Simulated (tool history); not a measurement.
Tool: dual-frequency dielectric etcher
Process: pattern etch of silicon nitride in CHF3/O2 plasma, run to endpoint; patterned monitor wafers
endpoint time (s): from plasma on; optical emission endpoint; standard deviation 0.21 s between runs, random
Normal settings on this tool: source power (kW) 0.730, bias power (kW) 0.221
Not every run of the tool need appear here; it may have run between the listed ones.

run    hour  source power (kW)  bias power (kW)  wafers since the last listed run  hours since the last wet clean  hours since the last source power generator calibration  hours since the last bias power generator calibration  hours since the last upper electrode change  incoming incoming film thickness, nm  endpoint time (s)
  1     0.0              0.620            0.254                                 0                           660.5                                                   1508.5                                                 1539.8                                       2607.6                                  77.3               50.5
       62.8  -- wet clean of the chamber
  2    63.3              0.730            0.221                               306                             0.5                                                   1571.8                                                 1603.1                                       2670.9                                  77.5               48.5
  3    87.6              0.730            0.221                               189                            24.8                                                   1596.1                                                 1627.4                                       2695.2                                  78.2               49.3
  4   148.4              0.860            0.221                               474                            85.6                                                   1656.9                                                 1688.2                                       2756.0                                  77.7               44.0
  5   209.5              0.860            0.221                               477                           146.7                                                   1718.0                                                 1749.3                                       2817.1                                  77.5               43.8
  6   259.9              0.860            0.221                               393                           197.1                                                   1768.4                                                 1799.7                                       2867.5                                  78.4               44.2
  7   307.6              0.610            0.221                               372                           244.8                                                   1816.1                                                 1847.4                                       2915.2                                  77.7               54.2
  8   372.4              0.610            0.221                               506                           309.6                                                   1880.9                                                 1912.2                                       2980.0                                  77.4               53.3
  9   419.5              0.730            0.237                               367                           356.7                                                   1928.0                                                 1959.3                                       3027.1                                  78.1               46.9
 10   597.6              0.850            0.185                              1390                           534.8                                                   2106.1                                                 2137.4                                       3205.2                                  77.6               45.0
 11   623.5              0.850            0.185                               202                           560.7                                                   2132.0                                                 2163.3                                       3231.1                                  76.9               44.2
      672.3  -- wet clean of the chamber
 12   672.8              0.850            0.185                               197                             0.5                                                   2181.3                                                 2212.6                                       3280.4                                  77.8               46.4
 13   684.8              0.730            0.221                                93                            12.5                                                   2193.3                                                 2224.6                                       3292.4                                  77.5               47.9
 14   733.9              0.730            0.221                               383                            61.6                                                   2242.4                                                 2273.7                                       3341.5                                  78.3               48.6
      784.4  -- bias power generator calibrated
 15   796.5              0.730            0.221                               457                           124.2                                                   2305.0                                                   12.1                                       3404.1                                  77.9               48.0
      816.0  -- source power generator calibrated
      832.6  -- upper electrode replaced
 16   838.5              0.590            0.265                               167                           166.2                                                     22.5                                                   54.1                                          5.9                                  77.7               53.5
 17   910.2              0.730            0.221                               559                           237.9                                                     94.2                                                  125.8                                         77.6                                  77.8               48.6
 18   969.6              0.590            0.272                               463                           297.3                                                    153.6                                                  185.2                                        137.0                                  77.0               51.7
 19  1140.8              0.560            0.244                              1336                           468.5                                                    324.8                                                  356.4                                        308.2                                  77.5               55.4
 20  1167.1              0.600            0.221                               205                           494.8                                                    351.1                                                  382.7                                        334.5                                  77.5               54.2
 21  1226.0              0.620            0.221                               459                           553.7                                                    410.0                                                  441.6                                        393.4                                  77.0               52.6
     1280.3  -- wet clean of the chamber
 22  1280.8              0.730            0.221                               240                             0.5                                                    464.8                                                  496.4                                        448.2                                  77.0               48.0
 23  1321.6              0.730            0.221                               318                            41.3                                                    505.6                                                  537.2                                        489.0                                  77.3               48.5
 24  1386.6              0.730            0.202                               507                           106.3                                                    570.6                                                  602.2                                        554.0                                  77.6               49.8
 25  1418.1              0.780            0.173                               245                           137.8                                                    602.1                                                  633.7                                        585.5                                  77.0               49.2
 26  1443.2              0.850            0.261                               196                           162.9                                                    627.2                                                  658.8                                        610.6                                  77.5               42.4
 27  1511.6              0.900            0.243                               534                           231.3                                                    695.6                                                  727.2                                        679.0                                  77.0               41.4
 28  1570.3              0.880            0.221                               458                           290.0                                                    754.3                                                  785.9                                        737.7                                  77.3               43.0
 29  1603.2              0.910            0.269                               256                           322.9                                                    787.2                                                  818.8                                        770.6                                  77.4               40.0
 30  1671.2              0.650            0.189                               531                           390.9                                                    855.2                                                  886.8                                        838.6                                  77.7               53.8
 31  1733.6              0.550            0.199                               487                           453.3                                                    917.6                                                  949.2                                        901.0                                  76.8               59.0

4 ways to go on from here, each from the tool as it stands after run 31. What would each give?
  A  1734.0              0.730            0.199                                 3                           453.7                                                    918.0                                                  949.6                                        901.4                                  78.1                  ?
  B  1734.0              0.860            0.198                                 3                           453.7                                                    918.0                                                  949.6                                        901.4                                  78.1                  ?
  C  1734.0              0.840            0.187                                 3                           453.7                                                    918.0                                                  949.6                                        901.4                                  78.1                  ?
  D  1734.0              0.800            0.166                                 3                           453.7                                                    918.0                                                  949.6                                        901.4                                  78.1                  ?

run  endpoint time (s)
  A               49.6
  B               45.1
  C               46.4
  D               49.2
With the hidden condition removed and each run's random variation left untouched, the same runs would have given:
run  endpoint time (s)
  A               51.2
  B               46.5
  C               47.8
  D               50.7

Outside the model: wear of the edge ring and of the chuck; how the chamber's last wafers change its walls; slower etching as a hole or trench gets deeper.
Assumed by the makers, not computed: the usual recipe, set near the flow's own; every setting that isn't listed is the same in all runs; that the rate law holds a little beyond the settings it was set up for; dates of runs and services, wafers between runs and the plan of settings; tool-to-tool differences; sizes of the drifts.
